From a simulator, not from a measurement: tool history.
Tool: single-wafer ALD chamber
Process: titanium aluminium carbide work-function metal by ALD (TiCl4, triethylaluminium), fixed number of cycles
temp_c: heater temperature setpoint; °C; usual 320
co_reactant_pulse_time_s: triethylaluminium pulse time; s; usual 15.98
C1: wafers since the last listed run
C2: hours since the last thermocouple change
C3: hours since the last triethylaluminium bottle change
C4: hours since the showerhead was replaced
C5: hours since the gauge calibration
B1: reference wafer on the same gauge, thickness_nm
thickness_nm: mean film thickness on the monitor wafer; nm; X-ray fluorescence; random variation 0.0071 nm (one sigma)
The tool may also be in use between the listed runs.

{"run": 1, "day": 0.0, "temp_c": 324, "co_reactant_pulse_time_s": 15.98, "C1": 0, "C2": 1388.0, "C3": 190.6, "C4": 3144.3, "C5": 453.7, "B1": 2.502, "thickness_nm": 2.27}
{"run": 2, "day": 2.646, "temp_c": 324, "co_reactant_pulse_time_s": 15.98, "C1": 567, "C2": 1451.5, "C3": 254.1, "C4": 3207.8, "C5": 517.2, "B1": 2.5, "thickness_nm": 2.281}
{"run": 3, "day": 5.092, "temp_c": 324, "co_reactant_pulse_time_s": 15.98, "C1": 524, "C2": 1510.2, "C3": 312.8, "C4": 3266.5, "C5": 575.9, "B1": 2.498, "thickness_nm": 2.291}
{"run": 4, "day": 8.862, "temp_c": 320, "co_reactant_pulse_time_s": 15.98, "C1": 808, "C2": 1600.7, "C3": 403.3, "C4": 3357.0, "C5": 666.4, "B1": 2.5, "thickness_nm": 2.233}
{"run": 5, "day": 10.571, "temp_c": 320, "co_reactant_pulse_time_s": 15.98, "C1": 366, "C2": 1641.7, "C3": 444.3, "C4": 3398.0, "C5": 707.4, "B1": 2.501, "thickness_nm": 2.252}
{"day": 13.754, "done": "showerhead replaced"}
{"run": 6, "day": 14.446, "temp_c": 320, "co_reactant_pulse_time_s": 15.98, "C1": 759, "C2": 1734.7, "C3": 537.3, "C4": 16.6, "C5": 800.4, "B1": 2.505, "thickness_nm": 2.23}
{"day": 16.788, "done": "gauge calibrated"}
{"run": 7, "day": 17.238, "temp_c": 320, "co_reactant_pulse_time_s": 15.98, "C1": 598, "C2": 1801.7, "C3": 604.3, "C4": 83.6, "C5": 10.8, "B1": 2.498, "thickness_nm": 2.24}
{"run": 8, "day": 21.642, "temp_c": 320, "co_reactant_pulse_time_s": 15.98, "C1": 943, "C2": 1907.4, "C3": 710.0, "C4": 189.3, "C5": 116.5, "B1": 2.499, "thickness_nm": 2.249}
{"run": 9, "day": 24.067, "temp_c": 308, "co_reactant_pulse_time_s": 10.33, "C1": 519, "C2": 1965.6, "C3": 768.2, "C4": 247.5, "C5": 174.7, "B1": 2.499, "thickness_nm": 2.049}
{"run": 10, "day": 28.404, "temp_c": 331, "co_reactant_pulse_time_s": 11.13, "C1": 929, "C2": 2069.7, "C3": 872.3, "C4": 351.6, "C5": 278.8, "B1": 2.5, "thickness_nm": 2.298}
{"run": 11, "day": 32.254, "temp_c": 327, "co_reactant_pulse_time_s": 11.74, "C1": 825, "C2": 2162.1, "C3": 964.7, "C4": 444.0, "C5": 371.2, "B1": 2.501, "thickness_nm": 2.271}
{"day": 32.858, "done": "thermocouple changed; heater temperature recalibrated"}
{"day": 34.596, "done": "triethylaluminium bottle replaced"}
{"run": 12, "day": 35.8, "temp_c": 306, "co_reactant_pulse_time_s": 15.98, "C1": 617, "C2": 70.6, "C3": 28.9, "C4": 529.1, "C5": 456.3, "B1": 2.498, "thickness_nm": 2.049}
{"run": 13, "day": 37.567, "temp_c": 309, "co_reactant_pulse_time_s": 15.98, "C1": 378, "C2": 113.0, "C3": 71.3, "C4": 571.5, "C5": 498.7, "B1": 2.497, "thickness_nm": 2.075}
{"run": 14, "day": 41.438, "temp_c": 320, "co_reactant_pulse_time_s": 15.98, "C1": 829, "C2": 205.9, "C3": 164.2, "C4": 664.4, "C5": 591.6, "B1": 2.5, "thickness_nm": 2.198}
{"run": 15, "day": 45.208, "temp_c": 320, "co_reactant_pulse_time_s": 15.98, "C1": 808, "C2": 296.4, "C3": 254.7, "C4": 754.9, "C5": 682.1, "B1": 2.497, "thickness_nm": 2.204}

4 ways to go on from here, each from the tool as it stands after run 15. What would each give?
{"run": "A", "day": 45.225, "temp_c": 320, "co_reactant_pulse_time_s": 15.98, "C1": 3, "C2": 296.8, "C3": 255.1, "C4": 755.3, "C5": 682.5, "B1": "?", "thickness_nm": "?"}
{"run": "B", "day": 45.225, "temp_c": 325, "co_reactant_pulse_time_s": 10.57, "C1": 3, "C2": 296.8, "C3": 255.1, "C4": 755.3, "C5": 682.5, "B1": "?", "thickness_nm": "?"}
{"run": "C", "day": 45.225, "temp_c": 308, "co_reactant_pulse_time_s": 10.28, "C1": 3, "C2": 296.8, "C3": 255.1, "C4": 755.3, "C5": 682.5, "B1": "?", "thickness_nm": "?"}
{"run": "D", "day": 45.225, "temp_c": 320, "co_reactant_pulse_time_s": 13.24, "C1": 3, "C2": 296.8, "C3": 255.1, "C4": 755.3, "C5": 682.5, "B1": "?", "thickness_nm": "?"}

run=A B1=2.495 thickness_nm=2.204
run=B B1=2.495 thickness_nm=2.182
run=C B1=2.495 thickness_nm=2.007
run=D B1=2.495 thickness_nm=2.186
Without the tool's hidden state the same runs would have given:
run=A thickness_nm=2.184
run=B thickness_nm=2.163
run=C thickness_nm=1.988
run=D thickness_nm=2.166

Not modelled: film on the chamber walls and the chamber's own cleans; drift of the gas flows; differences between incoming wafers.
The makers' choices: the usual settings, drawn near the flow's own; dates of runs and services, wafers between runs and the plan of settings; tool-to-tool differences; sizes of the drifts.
